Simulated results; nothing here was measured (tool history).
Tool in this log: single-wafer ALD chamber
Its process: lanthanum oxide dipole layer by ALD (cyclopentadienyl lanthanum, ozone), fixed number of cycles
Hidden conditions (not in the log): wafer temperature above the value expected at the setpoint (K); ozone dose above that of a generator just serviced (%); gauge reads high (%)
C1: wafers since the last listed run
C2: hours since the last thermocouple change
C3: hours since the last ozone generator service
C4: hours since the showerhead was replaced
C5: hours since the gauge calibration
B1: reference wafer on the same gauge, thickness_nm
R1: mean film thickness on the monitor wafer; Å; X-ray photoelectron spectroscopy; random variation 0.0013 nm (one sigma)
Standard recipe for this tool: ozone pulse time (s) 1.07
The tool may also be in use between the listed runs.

run 1 hour=0 | ozone_pulse_time_(s)=1.07 | C1=0 C2=808.2 C3=1869.7 C4=5628.1 C5=361.1 | B1=0.54 | R1=4.8
run 2 hour=7.5 | ozone_pulse_time_(s)=1.07 | C1=135 C2=815.7 C3=1877.2 C4=5635.6 C5=368.6 | B1=0.54 | R1=4.8
run 3 hour=22.6 | ozone_pulse_time_(s)=1.07 | C1=273 C2=830.8 C3=1892.3 C4=5650.7 C5=383.7 | B1=0.539 | R1=4.8
run 4 hour=40.5 | ozone_pulse_time_(s)=1.07 | C1=324 C2=848.7 C3=1910.2 C4=5668.6 C5=401.6 | B1=0.54 | R1=4.78
run 5 hour=55.9 | ozone_pulse_time_(s)=1.07 | C1=279 C2=864.1 C3=1925.6 C4=5684 C5=417 | B1=0.54 | R1=4.79
-- hour=69.7 showerhead replaced
run 6 hour=71.2 | ozone_pulse_time_(s)=1.34 | C1=132 C2=879.4 C3=1940.9 C4=1.5 C5=432.3 | B1=0.54 | R1=5.15
-- hour=98.4 ozone generator serviced
run 7 hour=104.3 | ozone_pulse_time_(s)=1.34 | C1=454 C2=912.5 C3=5.9 C4=34.6 C5=465.4 | B1=0.54 | R1=5.36
run 8 hour=113.2 | ozone_pulse_time_(s)=0.94 | C1=161 C2=921.4 C3=14.8 C4=43.5 C5=474.3 | B1=0.54 | R1=4.85
run 9 hour=123 | ozone_pulse_time_(s)=1.07 | C1=177 C2=931.2 C3=24.6 C4=53.3 C5=484.1 | B1=0.54 | R1=5.09
run 10 hour=139.6 | ozone_pulse_time_(s)=1.07 | C1=300 C2=947.8 C3=41.2 C4=69.9 C5=500.7 | B1=0.54 | R1=5.08
run 11 hour=151.9 | ozone_pulse_time_(s)=1.16 | C1=222 C2=960.1 C3=53.5 C4=82.2 C5=513 | B1=0.54 | R1=5.19
run 12 hour=159.1 | ozone_pulse_time_(s)=1.16 | C1=130 C2=967.3 C3=60.7 C4=89.4 C5=520.2 | B1=0.54 | R1=5.18
run 13 hour=168.7 | ozone_pulse_time_(s)=1.07 | C1=174 C2=976.9 C3=70.3 C4=99 C5=529.8 | B1=0.54 | R1=5.07
run 14 hour=186.3 | ozone_pulse_time_(s)=1.44 | C1=319 C2=994.5 C3=87.9 C4=116.6 C5=547.4 | B1=0.54 | R1=5.45
run 15 hour=196.7 | ozone_pulse_time_(s)=1.47 | C1=188 C2=1004.9 C3=98.3 C4=127 C5=557.8 | B1=0.54 | R1=5.47
run 16 hour=205 | ozone_pulse_time_(s)=1.07 | C1=150 C2=1013.2 C3=106.6 C4=135.3 C5=566.1 | B1=0.54 | R1=5.06
run 17 hour=219.5 | ozone_pulse_time_(s)=1.07 | C1=262 C2=1027.7 C3=121.1 C4=149.8 C5=580.6 | B1=0.54 | R1=5.06
-- hour=221.4 gauge calibrated
run 18 hour=228.3 | ozone_pulse_time_(s)=0.75 | C1=159 C2=1036.5 C3=129.9 C4=158.6 C5=6.9 | B1=0.54 | R1=4.41
run 19 hour=236.9 | ozone_pulse_time_(s)=1.41 | C1=155 C2=1045.1 C3=138.5 C4=167.2 C5=15.5 | B1=0.54 | R1=5.39
run 20 hour=244.3 | ozone_pulse_time_(s)=1.07 | C1=134 C2=1052.5 C3=145.9 C4=174.6 C5=22.9 | B1=0.54 | R1=5.07
run 21 hour=256 | ozone_pulse_time_(s)=0.78 | C1=212 C2=1064.2 C3=157.6 C4=186.3 C5=34.6 | B1=0.54 | R1=4.46
run 22 hour=269.7 | ozone_pulse_time_(s)=1.16 | C1=248 C2=1077.9 C3=171.3 C4=200 C5=48.3 | B1=0.54 | R1=5.17
-- hour=284 thermocouple changed; heater temperature recalibrated
run 23 hour=286.3 | ozone_pulse_time_(s)=1.07 | C1=155 C2=2.3 C3=187.9 C4=216.6 C5=64.9 | B1=0.54 | R1=5.06
run 24 hour=292.9 | ozone_pulse_time_(s)=1.07 | C1=119 C2=8.9 C3=194.5 C4=223.2 C5=71.5 | B1=0.54 | R1=5.05
run 25 hour=310.3 | ozone_pulse_time_(s)=1.35 | C1=315 C2=26.3 C3=211.9 C4=240.6 C5=88.9 | B1=0.54 | R1=5.37
run 26 hour=324.9 | ozone_pulse_time_(s)=0.71 | C1=264 C2=40.9 C3=226.5 C4=255.2 C5=103.5 | B1=0.54 | R1=4.28
run 27 hour=342.4 | ozone_pulse_time_(s)=1.34 | C1=317 C2=58.4 C3=244 C4=272.7 C5=121 | B1=0.54 | R1=5.34
run 28 hour=354.2 | ozone_pulse_time_(s)=1.23 | C1=213 C2=70.2 C3=255.8 C4=284.5 C5=132.8 | B1=0.54 | R1=5.26
run 29 hour=368 | ozone_pulse_time_(s)=0.76 | C1=250 C2=84 C3=269.6 C4=298.3 C5=146.6 | B1=0.54 | R1=4.39
run 30 hour=380.5 | ozone_pulse_time_(s)=1.24 | C1=226 C2=96.5 C3=282.1 C4=310.8 C5=159.1 | B1=0.54 | R1=5.25
run 31 hour=390.2 | ozone_pulse_time_(s)=1.07 | C1=175 C2=106.2 C3=291.8 C4=320.5 C5=168.8 | B1=0.54 | R1=5.03
run 32 hour=407.8 | ozone_pulse_time_(s)=1.28 | C1=319 C2=123.8 C3=309.4 C4=338.1 C5=186.4 | B1=0.54 | R1=5.27
run 33 hour=414.3 | ozone_pulse_time_(s)=0.74 | C1=117 C2=130.3 C3=315.9 C4=344.6 C5=192.9 | B1=0.54 | R1=4.34
run 34 hour=430.3 | ozone_pulse_time_(s)=0.83 | C1=290 C2=146.3 C3=331.9 C4=360.6 C5=208.9 | B1=0.54 | R1=4.56
run 35 hour=440.2 | ozone_pulse_time_(s)=0.82 | C1=179 C2=156.2 C3=341.8 C4=370.5 C5=218.8 | B1=0.54 | R1=4.54
run 36 hour=457.9 | ozone_pulse_time_(s)=0.8 | C1=320 C2=173.9 C3=359.5 C4=388.2 C5=236.5 | B1=0.54 | R1=4.49

Below are 3 alternative next runs, each starting from the tool's condition after run 36. Predict each:
run A hour=458.3 | ozone_pulse_time_(s)=0.85 | C1=7 C2=174.3 C3=359.9 C4=388.6 C5=236.9 | B1=? | R1=?
run B hour=458.3 | ozone_pulse_time_(s)=1.27 | C1=7 C2=174.3 C3=359.9 C4=388.6 C5=236.9 | B1=? | R1=?
run C hour=458.3 | ozone_pulse_time_(s)=1.36 | C1=7 C2=174.3 C3=359.9 C4=388.6 C5=236.9 | B1=? | R1=?

run=A B1=0.54 R1=4.61
run=B B1=0.54 R1=5.28
run=C B1=0.54 R1=5.36
Had the tool no hidden state, the same runs would have come out as:
run=A R1=4.68
run=B R1=5.32
run=C R1=5.4
